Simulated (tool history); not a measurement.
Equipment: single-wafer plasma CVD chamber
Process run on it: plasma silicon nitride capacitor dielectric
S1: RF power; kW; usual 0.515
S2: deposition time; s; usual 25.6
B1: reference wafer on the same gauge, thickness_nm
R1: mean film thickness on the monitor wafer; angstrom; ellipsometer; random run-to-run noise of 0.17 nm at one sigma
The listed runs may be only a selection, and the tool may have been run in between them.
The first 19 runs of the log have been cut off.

| run | day | S1 | S2 | B1 | R1 |
|---|---|---|---|---|---|
| 20 | 19.708 | 0.515 | 25.6 | 38.411 | 401.68 |
|  | 20.075 | gauge calibrated |
| 21 | 20.775 | 0.515 | 25.6 | 40.332 | 419.19 |
| 22 | 21.617 | 0.515 | 25.6 | 40.234 | 423.80 |
| 23 | 22.375 | 0.515 | 23.5 | 40.228 | 388.03 |
| 24 | 23.817 | 0.605 | 23.5 | 40.289 | 413.94 |
| 25 | 24.425 | 0.515 | 27.4 | 40.349 | 453.55 |
|  | 25.146 | RF generator calibrated |
| 26 | 25.538 | 0.435 | 22.3 | 40.310 | 339.54 |
| 27 | 26.254 | 0.480 | 22.1 | 40.297 | 352.32 |
| 28 | 27.258 | 0.515 | 24.1 | 40.244 | 398.43 |
| 29 | 27.954 | 0.430 | 30.0 | 40.242 | 450.82 |
| 30 | 28.921 | 0.615 | 23.3 | 40.161 | 414.39 |
| 31 | 29.596 | 0.425 | 24.2 | 40.231 | 360.19 |
| 32 | 30.450 | 0.515 | 25.6 | 40.255 | 417.76 |
| 33 | 31.788 | 0.610 | 29.1 | 40.129 | 516.72 |
| 34 | 32.792 | 0.515 | 25.6 | 40.244 | 420.51 |
| 35 | 33.758 | 0.515 | 25.6 | 40.235 | 419.18 |
| 36 | 34.771 | 0.515 | 25.6 | 40.268 | 420.89 |
| 37 | 37.188 | 0.435 | 25.6 | 40.144 | 390.70 |
| 38 | 37.883 | 0.515 | 28.4 | 40.124 | 463.77 |
| 39 | 39.346 | 0.560 | 23.1 | 40.052 | 389.28 |
| 40 | 40.817 | 0.420 | 25.6 | 40.069 | 381.77 |
| 41 | 42.079 | 0.465 | 23.3 | 39.989 | 365.81 |
| 42 | 43.546 | 0.600 | 21.1 | 40.035 | 368.77 |
| 43 | 44.633 | 0.415 | 30.1 | 40.017 | 440.38 |

What if the next run were any one of these 4? Each begins from the tool's condition after run 43:
| A | 44.650 | 0.515 | 25.6 | ? | ? |
| B | 44.650 | 0.445 | 30.6 | ? | ? |
| C | 44.650 | 0.435 | 24.2 | ? | ? |
| D | 44.650 | 0.605 | 21.2 | ? | ? |

| run | B1 | R1 |
|---|---|---|
| A | 40.069 | 418.70 |
| B | 40.069 | 467.10 |
| C | 40.069 | 365.26 |
| D | 40.069 | 372.00 |
Stripped of hidden state, with their random variation kept, the same runs would have yielded:
| run | R1 |
|---|---|
| A | 424.22 |
| B | 473.26 |
| C | 370.08 |
| D | 376.90 |
